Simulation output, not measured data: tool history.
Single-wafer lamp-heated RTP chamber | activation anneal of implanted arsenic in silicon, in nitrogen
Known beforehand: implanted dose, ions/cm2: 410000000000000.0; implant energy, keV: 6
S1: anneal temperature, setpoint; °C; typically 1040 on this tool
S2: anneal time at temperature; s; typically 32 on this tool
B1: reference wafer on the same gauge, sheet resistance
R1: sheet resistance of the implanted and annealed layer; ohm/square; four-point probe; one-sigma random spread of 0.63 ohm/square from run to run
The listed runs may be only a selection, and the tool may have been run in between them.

Run 1, hour 0: usual settings but S1 1061 °C; B1 206.04. Result: R1 229.93 ohm/square.
Run 2, hour 36.5: usual settings; B1 205.89. Result: R1 236.53 ohm/square.
Run 3, hour 106.7: usual settings; B1 205.97. Result: R1 237.55 ohm/square.
Run 4, hour 134.1: usual settings; B1 205.84. Result: R1 237.22 ohm/square.
Run 5, hour 196.3: usual settings; B1 205.87. Result: R1 236.4 ohm/square.
Run 6, hour 223.1: usual settings; B1 206.03. Result: R1 236.27 ohm/square.
Run 7, hour 273.4: usual settings; B1 206.17. Result: R1 235.97 ohm/square.
Run 8, hour 301.9: usual settings; B1 205.72. Result: R1 234.21 ohm/square.
Run 9, hour 337.2: usual settings; B1 206.05. Result: R1 234.45 ohm/square.
Run 10, hour 382.2: usual settings; B1 206.06. Result: R1 234.16 ohm/square.
Run 11, hour 409.1: usual settings but S1 1033 °C; B1 206.22. Result: R1 237.27 ohm/square.
At hour 459: pyrometer window cleaned and pyrometer calibrated.
At hour 459.4: reflector plate cleaned.
Run 12, hour 474.9: usual settings; B1 206.24. Result: R1 238.49 ohm/square.
Run 13, hour 632.2: usual settings; B1 205.74. Result: R1 238.71 ohm/square.
Run 14, hour 681.4: usual settings but S1 1058 °C, S2 44 s; B1 206.03. Result: R1 225.04 ohm/square.
Run 15, hour 725.1: usual settings but S1 1012 °C, S2 22 s; B1 206.32. Result: R1 255.63 ohm/square.
Run 16, hour 775.7: usual settings; B1 205.86. Result: R1 237.37 ohm/square.
Run 17, hour 823.2: usual settings but S1 1029 °C, S2 38 s; B1 206.1. Result: R1 238.45 ohm/square.
Run 18, hour 878.4: usual settings but S1 1019 °C, S2 21 s; B1 206.06. Result: R1 252.73 ohm/square.
Run 19, hour 947.6: usual settings but S2 19 s; B1 205.86. Result: R1 245.42 ohm/square.
Run 20, hour 983.5: usual settings but S1 1050 °C, S2 48 s; B1 205.82. Result: R1 225.09 ohm/square.
At hour 992.4: reflector plate cleaned.
At hour 1026.4: gauge calibrated.
Run 21, hour 1042.1: usual settings; B1 206.08. Result: R1 235.84 ohm/square.
Run 22, hour 1100.4: usual settings but S1 1018 °C, S2 26 s; B1 205.99. Result: R1 248.57 ohm/square.
At hour 1118: pyrometer window cleaned and pyrometer calibrated.
Run 23, hour 1150.8: usual settings but S1 1022 °C, S2 14 s; B1 205.85. Result: R1 260.14 ohm/square.
Run 24, hour 1191: usual settings but S1 1023 °C, S2 41 s; B1 206.15. Result: R1 241.97 ohm/square.
Run 25, hour 1235.5: usual settings but S2 39 s; B1 206.18. Result: R1 237.02 ohm/square.
Run 26, hour 1305.7: usual settings; B1 205.75. Result: R1 238.77 ohm/square.

Predict each of these 5 candidate next runs independently; none follows another, all start after run 26:
Run A, hour 1306.1: usual settings but S2 50 s; B1 ?. Result: R1 ?.
Run B, hour 1306.1: usual settings but S1 1068 °C; B1 ?. Result: R1 ?.
Run C, hour 1306.1: usual settings but S1 1021 °C, S2 26 s; B1 ?. Result: R1 ?.
Run D, hour 1306.1: usual settings but S1 1063 °C, S2 15 s; B1 ?. Result: R1 ?.
Run E, hour 1306.1: usual settings but S1 1025 °C, S2 20 s; B1 ?. Result: R1 ?.

run      B1      R1
  A  206.08  230.02
  B  206.08  226.87
  C  206.08  248.81
  D  206.08  241.99
  E  206.08  251.68
Without the tool's hidden state the same runs would have given:
run      R1
  A  231.42
  B  228.17
  C  250.17
  D  243.37
  E  253.02

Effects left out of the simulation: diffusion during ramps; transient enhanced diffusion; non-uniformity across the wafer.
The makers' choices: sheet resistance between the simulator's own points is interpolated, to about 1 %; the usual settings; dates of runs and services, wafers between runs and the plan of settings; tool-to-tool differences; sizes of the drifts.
